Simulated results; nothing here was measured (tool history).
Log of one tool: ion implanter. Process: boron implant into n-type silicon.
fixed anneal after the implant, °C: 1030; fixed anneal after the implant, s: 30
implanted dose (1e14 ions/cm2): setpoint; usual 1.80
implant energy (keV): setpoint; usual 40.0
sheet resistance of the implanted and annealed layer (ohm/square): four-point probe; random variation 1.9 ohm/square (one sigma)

run	day	implanted dose (1e14 ions/cm2)	implant energy (keV)	read-back reference wafer on the same gauge, sheet resistance	sheet resistance of the implanted and annealed layer (ohm/square)
1	0.000	1.80	40.0	478.88	488.53
2	1.550	1.66	40.0	479.30	521.51
3	5.417	1.66	40.0	479.42	518.03
4	7.792	1.40	30.5	479.13	614.16
5	9.525	1.40	30.5	479.04	615.32
6	12.671	1.80	40.0	478.89	487.93
7	16.838	1.80	51.0	479.14	470.89
8	18.921	1.80	40.0	479.21	488.21
9	22.596	1.80	40.0	478.91	488.50
10	24.638	1.80	40.0	478.65	488.19
11	28.083	1.80	40.0	478.94	487.94
12	30.067	2.19	40.0	479.23	422.50
13	33.154	2.19	40.0	479.07	419.03
14	36.554	2.19	40.0	478.94	418.21
# day 37.896: Faraday cup replaced and dose calibrated
15	38.796	1.80	40.0	478.64	487.36
# day 44.771: gauge calibrated
16	49.900	1.80	40.0	478.65	489.22
17	52.338	1.29	44.0	479.08	613.35
18	54.192	1.30	40.0	478.77	621.22
19	58.500	1.80	40.0	478.84	487.47
20	60.029	2.15	47.5	478.86	417.26
21	61.646	1.80	32.5	479.02	501.93
22	65.146	1.80	49.5	478.86	472.63
# day 67.525: extraction supply calibrated
23	68.029	1.80	27.0	478.78	513.35
24	72.017	1.56	52.0	478.73	518.52
25	74.821	1.41	45.0	479.42	573.22
26	79.904	2.00	53.0	479.06	432.60
27	81.721	1.54	26.0	479.10	588.20
28	84.812	2.25	53.5	478.94	392.47
29	88.871	1.80	40.0	478.82	486.66
30	92.850	1.38	52.5	478.96	565.91
31	94.442	1.80	36.5	478.77	495.79
32	96.817	1.80	40.0	479.06	489.44
33	100.800	2.26	30.5	479.15	424.65
34	104.283	1.49	36.0	478.62	571.06
35	106.658	1.80	40.0	478.97	487.82
36	108.804	1.80	49.0	479.03	477.10

Forecast each of these 5 alternatives for the next run:
A	108.821	1.80	40.0	?	?
B	108.821	1.94	32.0	?	?
C	108.821	1.60	40.0	?	?
D	108.821	2.19	30.0	?	?
E	108.821	2.18	32.0	?	?

run	read-back reference wafer on the same gauge, sheet resistance	sheet resistance of the implanted and annealed layer (ohm/square)
A	479.02	487.93
B	479.02	475.22
C	479.02	532.89
D	479.02	435.55
E	479.02	433.71
Without the tool's hidden state the same runs would have given:
run	sheet resistance of the implanted and annealed layer (ohm/square)
A	487.93
B	475.22
C	532.89
D	435.55
E	433.71
